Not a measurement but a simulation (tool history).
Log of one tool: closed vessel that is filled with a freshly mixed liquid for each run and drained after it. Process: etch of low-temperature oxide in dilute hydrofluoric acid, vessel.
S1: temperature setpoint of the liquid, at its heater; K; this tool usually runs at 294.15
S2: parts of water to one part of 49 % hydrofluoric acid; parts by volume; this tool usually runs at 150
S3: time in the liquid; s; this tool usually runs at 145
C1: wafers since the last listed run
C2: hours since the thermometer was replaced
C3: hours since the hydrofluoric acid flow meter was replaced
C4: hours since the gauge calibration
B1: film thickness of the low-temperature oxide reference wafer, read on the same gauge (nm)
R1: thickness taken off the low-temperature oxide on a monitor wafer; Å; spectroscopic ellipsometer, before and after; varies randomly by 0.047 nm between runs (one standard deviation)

run	hour	S1	S2	S3	C1	C2	C3	C4	B1	R1
1	0.0	294.15	150	145	0	1268.2	509.5	120.6	139.97	134.6
2	8.4	294.15	150	145	933	1276.6	517.9	129.0	140.01	135.7
# hour 10.3: gauge calibrated
3	19.5	294.15	150	145	1234	1287.7	529.0	9.2	140.02	134.3
4	35.5	294.15	150	145	1779	1303.7	545.0	25.2	140.01	134.9
5	51.7	294.15	150	145	1801	1319.9	561.2	41.4	140.00	134.6
6	59.7	294.15	150	145	889	1327.9	569.2	49.4	140.02	134.6
7	68.3	294.15	150	145	956	1336.5	577.8	58.0	140.01	133.7
8	76.0	294.15	150	145	856	1344.2	585.5	65.7	140.01	133.9
9	88.5	294.15	115	200	1389	1356.7	598.0	78.2	140.00	250.1
10	104.0	294.15	115	200	1723	1372.2	613.5	93.7	140.01	247.8
11	121.5	294.15	115	200	1945	1389.7	631.0	111.2	139.99	248.3
# hour 127.0: thermometer replaced
# hour 128.4: hydrofluoric acid flow meter replaced
12	128.9	294.15	150	145	600	1.9	0.5	118.6	140.01	146.0
# hour 140.1: gauge calibrated
13	140.2	294.15	150	145	1256	13.2	11.8	0.1	140.02	145.6
14	148.0	298.65	85	145	867	21.0	19.6	7.9	140.00	332.0
15	154.6	295.65	205	120	733	27.6	26.2	14.5	140.01	88.2
16	164.8	299.15	115	120	1134	37.8	36.4	24.7	139.99	197.4
17	175.3	294.15	150	145	1167	48.3	46.9	35.2	140.00	144.2
18	185.0	292.15	210	145	1078	58.0	56.6	44.9	140.03	89.6
19	197.4	295.65	75	75	1378	70.4	69.0	57.3	140.01	173.3
20	213.6	294.15	150	145	1801	86.6	85.2	73.5	140.00	144.5
21	220.8	291.15	190	65	800	93.8	92.4	80.7	140.02	43.5
22	231.0	297.65	150	185	1134	104.0	102.6	90.9	139.98	210.7

Measured less the same run without the tool's hidden state. The same run-to-run variation is in both; the gauge's scatter may not be:
The hidden state here: liquid colder than its thermometer reads (K); hydrofluoric acid flow below the setpoint (%); gauge reads high (%).
run	R1
1	-11.6
2	-11.8
3	-12.0
4	-12.4
5	-12.8
6	-13.0
7	-13.1
8	-13.3
9	-24.7
10	-25.1
11	-26.0
12	-0.7
13	-0.9
14	-2.5
15	-0.8
16	-2.0
17	-1.7
18	-1.3
19	-2.5
20	-2.6
21	-0.8
22	-4.4
